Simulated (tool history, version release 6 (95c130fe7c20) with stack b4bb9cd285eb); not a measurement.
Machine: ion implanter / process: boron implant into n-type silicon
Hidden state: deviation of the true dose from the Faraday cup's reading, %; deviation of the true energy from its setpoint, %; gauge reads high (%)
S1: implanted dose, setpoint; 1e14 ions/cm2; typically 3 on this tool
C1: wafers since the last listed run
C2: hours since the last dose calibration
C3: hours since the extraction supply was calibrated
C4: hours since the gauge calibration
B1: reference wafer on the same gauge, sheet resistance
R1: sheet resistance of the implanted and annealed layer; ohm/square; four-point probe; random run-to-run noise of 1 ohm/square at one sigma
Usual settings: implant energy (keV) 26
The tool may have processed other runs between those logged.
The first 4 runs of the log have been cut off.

{"run": 5, "hour": 194.2, "S1": 3, "implant energy (keV)": 26, "C1": 1106, "C2": 1617.5, "C3": 1403.7, "C4": 363.1, "B1": 313.97, "R1": 349.75}
{"run": 6, "hour": 252.0, "S1": 3, "implant energy (keV)": 26, "C1": 1210, "C2": 1675.3, "C3": 1461.5, "C4": 420.9, "B1": 313.75, "R1": 349.44}
{"run": 7, "hour": 318.1, "S1": 3, "implant energy (keV)": 26, "C1": 1384, "C2": 1741.4, "C3": 1527.6, "C4": 487, "B1": 314.19, "R1": 346.74}
{"run": 8, "hour": 368.4, "S1": 3, "implant energy (keV)": 26, "C1": 1053, "C2": 1791.7, "C3": 1577.9, "C4": 537.3, "B1": 313.98, "R1": 347.31}
{"run": 9, "hour": 419.0, "S1": 3, "implant energy (keV)": 26, "C1": 1059, "C2": 1842.3, "C3": 1628.5, "C4": 587.9, "B1": 313.76, "R1": 349.15}
{"run": 10, "hour": 443.2, "S1": 3, "implant energy (keV)": 26, "C1": 506, "C2": 1866.5, "C3": 1652.7, "C4": 612.1, "B1": 313.93, "R1": 348.37}
{"run": 11, "hour": 471.8, "S1": 3, "implant energy (keV)": 26, "C1": 599, "C2": 1895.1, "C3": 1681.3, "C4": 640.7, "B1": 314.13, "R1": 349.31}
{"run": 12, "hour": 508.0, "S1": 3, "implant energy (keV)": 26, "C1": 758, "C2": 1931.3, "C3": 1717.5, "C4": 676.9, "B1": 314.02, "R1": 348.73}
{"run": 13, "hour": 543.4, "S1": 3, "implant energy (keV)": 26, "C1": 741, "C2": 1966.7, "C3": 1752.9, "C4": 712.3, "B1": 314, "R1": 350.42}
{"run": 14, "hour": 595.7, "S1": 3, "implant energy (keV)": 26, "C1": 1095, "C2": 2019, "C3": 1805.2, "C4": 764.6, "B1": 313.73, "R1": 349.04}
{"hour": 667.2, "done": "extraction supply calibrated"}
{"run": 15, "hour": 784.6, "S1": 3, "implant energy (keV)": 26, "C1": 3789, "C2": 2207.9, "C3": 117.4, "C4": 953.5, "B1": 314.12, "R1": 348.05}
{"run": 16, "hour": 907.6, "S1": 3, "implant energy (keV)": 26, "C1": 2576, "C2": 2330.9, "C3": 240.4, "C4": 1076.5, "B1": 313.96, "R1": 350.55}
{"run": 17, "hour": 970.1, "S1": 3.77, "implant energy (keV)": 19, "C1": 1309, "C2": 2393.4, "C3": 302.9, "C4": 1139, "B1": 314.49, "R1": 300.78}
{"run": 18, "hour": 1003.3, "S1": 3.9, "implant energy (keV)": 20.5, "C1": 695, "C2": 2426.6, "C3": 336.1, "C4": 1172.2, "B1": 314.07, "R1": 291.17}
{"run": 19, "hour": 1028.8, "S1": 2.77, "implant energy (keV)": 30.5, "C1": 534, "C2": 2452.1, "C3": 361.6, "C4": 1197.7, "B1": 313.72, "R1": 365.56}
{"hour": 1055.6, "done": "Faraday cup replaced and dose calibrated"}
{"run": 20, "hour": 1059.7, "S1": 3.41, "implant energy (keV)": 19, "C1": 479, "C2": 4.1, "C3": 392.5, "C4": 1228.6, "B1": 314.2, "R1": 323.64}
{"run": 21, "hour": 1092.7, "S1": 3.88, "implant energy (keV)": 22, "C1": 691, "C2": 37.1, "C3": 425.5, "C4": 1261.6, "B1": 314.22, "R1": 289.82}
{"run": 22, "hour": 1151.6, "S1": 2.53, "implant energy (keV)": 33.5, "C1": 1233, "C2": 96, "C3": 484.4, "C4": 1320.5, "B1": 314.05, "R1": 386.93}
{"run": 23, "hour": 1200.9, "S1": 3, "implant energy (keV)": 26, "C1": 1032, "C2": 145.3, "C3": 533.7, "C4": 1369.8, "B1": 313.61, "R1": 346.22}
{"run": 24, "hour": 1248.5, "S1": 3.64, "implant energy (keV)": 30, "C1": 997, "C2": 192.9, "C3": 581.3, "C4": 1417.4, "B1": 313.64, "R1": 298.1}
{"run": 25, "hour": 1278.8, "S1": 3.83, "implant energy (keV)": 29, "C1": 634, "C2": 223.2, "C3": 611.6, "C4": 1447.7, "B1": 314.02, "R1": 287.15}
{"hour": 1291.2, "done": "gauge calibrated"}
{"run": 26, "hour": 1340.3, "S1": 3, "implant energy (keV)": 26, "C1": 1288, "C2": 284.7, "C3": 673.1, "C4": 49.1, "B1": 313.73, "R1": 348.54}
{"run": 27, "hour": 1394.7, "S1": 3.41, "implant energy (keV)": 35, "C1": 1139, "C2": 339.1, "C3": 727.5, "C4": 103.5, "B1": 313.78, "R1": 309.28}

What will run 28 give?
{"run": 28, "hour": 1436.8, "S1": 3.62, "implant energy (keV)": 35, "C1": 881, "C2": 381.2, "C3": 769.6, "C4": 145.6, "B1": "?", "R1": "?"}

{"run 28": {"B1": 313.99, "R1": 294.28}}
The same run, on a tool lacking any hidden state, would have yielded R1 294.28 ohm/square.
